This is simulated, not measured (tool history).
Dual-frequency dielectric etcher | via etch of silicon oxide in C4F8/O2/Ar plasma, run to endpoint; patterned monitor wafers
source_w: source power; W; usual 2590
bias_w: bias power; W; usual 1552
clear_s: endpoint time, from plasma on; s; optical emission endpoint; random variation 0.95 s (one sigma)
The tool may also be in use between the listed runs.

| run | hour | source_w | bias_w | incoming incoming film thickness, nm | clear_s |
|---|---|---|---|---|---|
| 1 | 0.0 | 2590 | 1552 | 754.4 | 142.6 |
| 2 | 28.6 | 2100 | 1402 | 761.3 | 164.0 |
| 3 | 44.7 | 2590 | 1552 | 766.7 | 144.5 |
| 4 | 71.1 | 2590 | 1715 | 760.5 | 136.6 |
| 5 | 101.2 | 2080 | 1552 | 764.6 | 160.1 |
| 6 | 130.7 | 2590 | 1552 | 766.6 | 143.6 |
| 7 | 144.3 | 2590 | 1552 | 758.6 | 141.4 |
| 8 | 156.6 | 2450 | 1301 | 756.9 | 154.2 |
|  | 187.9 | wet clean of the chamber |
| 9 | 188.4 | 2210 | 1552 | 760.0 | 155.0 |
| 10 | 200.9 | 3000 | 1352 | 757.5 | 142.8 |
|  | 214.0 | source power generator calibrated |
| 11 | 222.9 | 2590 | 1552 | 753.2 | 143.8 |
|  | 254.6 | upper electrode replaced, of another model than before |
| 12 | 255.1 | 2590 | 1552 | 756.8 | 143.6 |
| 13 | 286.0 | 2840 | 1865 | 766.2 | 129.4 |
|  | 294.0 | bias power generator calibrated |
| 14 | 306.3 | 2030 | 1247 | 753.7 | 173.5 |
| 15 | 333.7 | 2590 | 1552 | 760.8 | 144.8 |
| 16 | 364.3 | 2990 | 1722 | 758.2 | 132.3 |
| 17 | 395.6 | 2590 | 1350 | 763.0 | 154.5 |

Forecast each of these 5 alternatives for the next run:
| A | 396.1 | 2590 | 1552 | 761.2 | ? |
| B | 396.1 | 2090 | 1552 | 761.2 | ? |
| C | 396.1 | 3160 | 1659 | 761.2 | ? |
| D | 396.1 | 3120 | 1552 | 761.2 | ? |
| E | 396.1 | 2020 | 1864 | 761.2 | ? |

| run | clear_s |
|---|---|
| A | 145.1 |
| B | 154.0 |
| C | 132.4 |
| D | 137.3 |
| E | 141.9 |
Without the tool's hidden state the same runs would have given:
| run | clear_s |
|---|---|
| A | 147.6 |
| B | 156.6 |
| C | 134.7 |
| D | 139.7 |
| E | 144.3 |

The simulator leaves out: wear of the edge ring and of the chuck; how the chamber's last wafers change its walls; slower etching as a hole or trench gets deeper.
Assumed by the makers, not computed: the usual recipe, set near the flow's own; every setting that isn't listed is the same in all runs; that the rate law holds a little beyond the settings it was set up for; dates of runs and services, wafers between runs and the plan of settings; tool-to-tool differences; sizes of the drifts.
